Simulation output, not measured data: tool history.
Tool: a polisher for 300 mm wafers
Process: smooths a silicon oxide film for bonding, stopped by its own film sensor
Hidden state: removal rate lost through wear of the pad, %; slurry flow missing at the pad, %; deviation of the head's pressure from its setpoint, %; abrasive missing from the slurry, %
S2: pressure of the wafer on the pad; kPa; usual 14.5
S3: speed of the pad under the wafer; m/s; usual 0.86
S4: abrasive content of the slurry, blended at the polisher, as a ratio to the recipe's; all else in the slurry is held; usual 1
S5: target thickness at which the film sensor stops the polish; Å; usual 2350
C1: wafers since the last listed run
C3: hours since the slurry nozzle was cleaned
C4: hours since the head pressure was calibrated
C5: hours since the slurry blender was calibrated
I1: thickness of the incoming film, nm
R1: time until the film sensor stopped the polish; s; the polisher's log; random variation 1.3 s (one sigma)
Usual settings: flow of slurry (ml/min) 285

Run 1, hour 0: usual settings but S3 1 m/s, S4 1.25; C1 0; wafers polished on this pad 1791; C3 120.2; C4 666.8; C5 436.3; I1 295.7. Result: R1 76.5 s.
At hour 19.9: slurry blender recalibrated.
At hour 102.4: head pressure recalibrated.
Run 2, hour 102.9: usual settings but S3 1 m/s, S4 1.25; C1 677; wafers polished on this pad 2469; C3 223.1; C4 0.5; C5 83; I1 306.3. Result: R1 86.1 s.
Run 3, hour 164.7: usual settings; C1 423; wafers polished on this pad 2893; C3 284.9; C4 62.3; C5 144.8; I1 298.8. Result: R1 101.1 s.
At hour 214: worn pad replaced by a new one.
Run 4, hour 261.9: usual settings; C1 638; wafers polished on this pad 328; C3 382.1; C4 159.5; C5 242; I1 297.3. Result: R1 101.5 s.
Run 5, hour 301.1: usual settings; C1 268; wafers polished on this pad 597; C3 421.3; C4 198.7; C5 281.2; I1 302. Result: R1 109.1 s.
Run 6, hour 357: usual settings; C1 383; wafers polished on this pad 980; C3 477.2; C4 254.6; C5 337.1; I1 297.6. Result: R1 104.2 s.
Run 7, hour 425.9: usual settings but S5 2180 Å; C1 472; wafers polished on this pad 1452; C3 546.1; C4 323.5; C5 406; I1 299.9. Result: R1 139 s.
Run 8, hour 486.9: usual settings but S5 2180 Å; C1 418; wafers polished on this pad 1870; C3 607.1; C4 384.5; C5 467; I1 300.3. Result: R1 141.1 s.
At hour 501: slurry blender recalibrated.
Run 9, hour 575.6: usual settings but S3 0.64 m/s; C1 594; wafers polished on this pad 2464; C3 695.8; C4 473.2; C5 74.6; I1 305. Result: R1 164.2 s.
At hour 609.9: slurry nozzle cleaned.
Run 10, hour 666: usual settings but S3 0.96 m/s; C1 612; wafers polished on this pad 3077; C3 56.1; C4 563.6; C5 165; I1 299.9. Result: R1 97.9 s.
At hour 692.1: worn pad replaced by a new one.
Run 11, hour 709.8: usual settings but S4 0.75; C1 272; wafers polished on this pad 121; C3 99.9; C4 607.4; C5 208.8; I1 298.2. Result: R1 139.9 s.
Run 12, hour 751.6: usual settings; C1 286; wafers polished on this pad 407; C3 141.7; C4 649.2; C5 250.6; I1 299.5. Result: R1 104 s.
Run 13, hour 789.8: usual settings; C1 261; wafers polished on this pad 669; C3 179.9; C4 687.4; C5 288.8; I1 299.9. Result: R1 108.7 s.
Run 14, hour 889.2: usual settings but S3 1.06 m/s; C1 681; wafers polished on this pad 1350; C3 279.3; C4 786.8; C5 388.2; I1 300. Result: R1 94.1 s.
At hour 954.5: head pressure recalibrated.
At hour 1006: slurry blender recalibrated.
At hour 1144.7: worn pad replaced by a new one.
At hour 1194.3: slurry nozzle cleaned.
Run 15, hour 1199: usual settings but S3 0.78 m/s, S5 2220 Å; C1 2061; wafers polished on this pad 365; C3 4.7; C4 244.5; C5 193; I1 300.4. Result: R1 133.2 s.
Run 16, hour 1291.9: usual settings but S2 15.9 kPa, S3 1 m/s, S5 2230 Å; C1 636; wafers polished on this pad 1002; C3 97.6; C4 337.4; C5 285.9; I1 304.8. Result: R1 104.2 s.
Run 17, hour 1371.2: usual settings; C1 543; wafers polished on this pad 1545; C3 176.9; C4 416.7; C5 365.2; I1 304.6. Result: R1 110.1 s.
At hour 1394.9: slurry blender recalibrated.
Run 18, hour 1412.3: usual settings; C1 267; wafers polished on this pad 1813; C3 218; C4 457.8; C5 17.4; I1 299.3. Result: R1 103.2 s.
At hour 1641.5: worn pad replaced by a new one.
Run 19, hour 1707: usual settings but flow of slurry (ml/min) 350, S2 13.1 kPa, S3 1.08 m/s, S5 2200 Å; C1 1992; wafers polished on this pad 449; C3 512.7; C4 752.5; C5 312.1; I1 304.5. Result: R1 130.6 s.
Run 20, hour 1803.7: usual settings but S2 19.3 kPa, S3 0.94 m/s; C1 662; wafers polished on this pad 1111; C3 609.4; C4 849.2; C5 408.8; I1 303.2. Result: R1 86.6 s.
At hour 1863: slurry blender recalibrated.
At hour 1873: slurry nozzle cleaned.
At hour 1885.7: head pressure recalibrated.
Run 21, hour 1911.2: usual settings but S2 17.9 kPa, S5 2580 Å; C1 702; wafers polished on this pad 1814; C3 38.2; C4 25.5; C5 48.2; I1 303.3. Result: R1 56.6 s.
Run 22, hour 1970.6: usual settings but S2 17.9 kPa; C1 407; wafers polished on this pad 2221; C3 97.6; C4 84.9; C5 107.6; I1 299.6. Result: R1 80.3 s.
At hour 2020.8: worn pad replaced by a new one.
Run 23, hour 2049.7: usual settings but flow of slurry (ml/min) 205, S3 1.12 m/s, S5 2470 Å; C1 514; wafers polished on this pad 198; C3 176.7; C4 164; C5 186.7; I1 302. Result: R1 71.7 s.
Run 24, hour 2094.8: usual settings but flow of slurry (ml/min) 185, S2 10.3 kPa, S4 0.8; C1 309; wafers polished on this pad 507; C3 221.8; C4 209.1; C5 231.8; I1 297.2. Result: R1 178.6 s.
Run 25, hour 2131.5: usual settings but S3 0.6 m/s, S5 2280 Å; C1 251; wafers polished on this pad 758; C3 258.5; C4 245.8; C5 268.5; I1 298.6. Result: R1 146.1 s.
Run 26, hour 2196.8: usual settings but flow of slurry (ml/min) 330, S2 9.7 kPa; C1 447; wafers polished on this pad 1206; C3 323.8; C4 311.1; C5 333.8; I1 303.6. Result: R1 158.5 s.

Forecast each of these 5 alternatives for the next run:
Run A, hour 2197.3: usual settings but S2 10.3 kPa; C1 3; wafers polished on this pad 1209; C3 324.3; C4 311.6; C5 334.3; I1 299.7. Result: R1 ?.
Run B, hour 2197.3: usual settings but S2 18.6 kPa, S4 0.9; C1 3; wafers polished on this pad 1209; C3 324.3; C4 311.6; C5 334.3; I1 299.7. Result: R1 ?.
Run C, hour 2197.3: usual settings but S2 16.5 kPa, S3 0.7 m/s, S4 1.2, S5 2210 Å; C1 3; wafers polished on this pad 1209; C3 324.3; C4 311.6; C5 334.3; I1 299.7. Result: R1 ?.
Run D, hour 2197.3: usual settings but S3 1.1 m/s; C1 3; wafers polished on this pad 1209; C3 324.3; C4 311.6; C5 334.3; I1 299.7. Result: R1 ?.
Run E, hour 2197.3: usual settings but flow of slurry (ml/min) 205, S2 10.3 kPa, S3 1.14 m/s, S5 2540 Å; C1 3; wafers polished on this pad 1209; C3 324.3; C4 311.6; C5 334.3; I1 299.7. Result: R1 ?.

run     R1
  A  143.9
  B   87.4
  C  114.1
  D   84.4
  E   85.1
Without the tool's hidden state the same runs would have given:
run     R1
  A  140.1
  B   85.1
  C  111.1
  D   82.2
  E   82.3
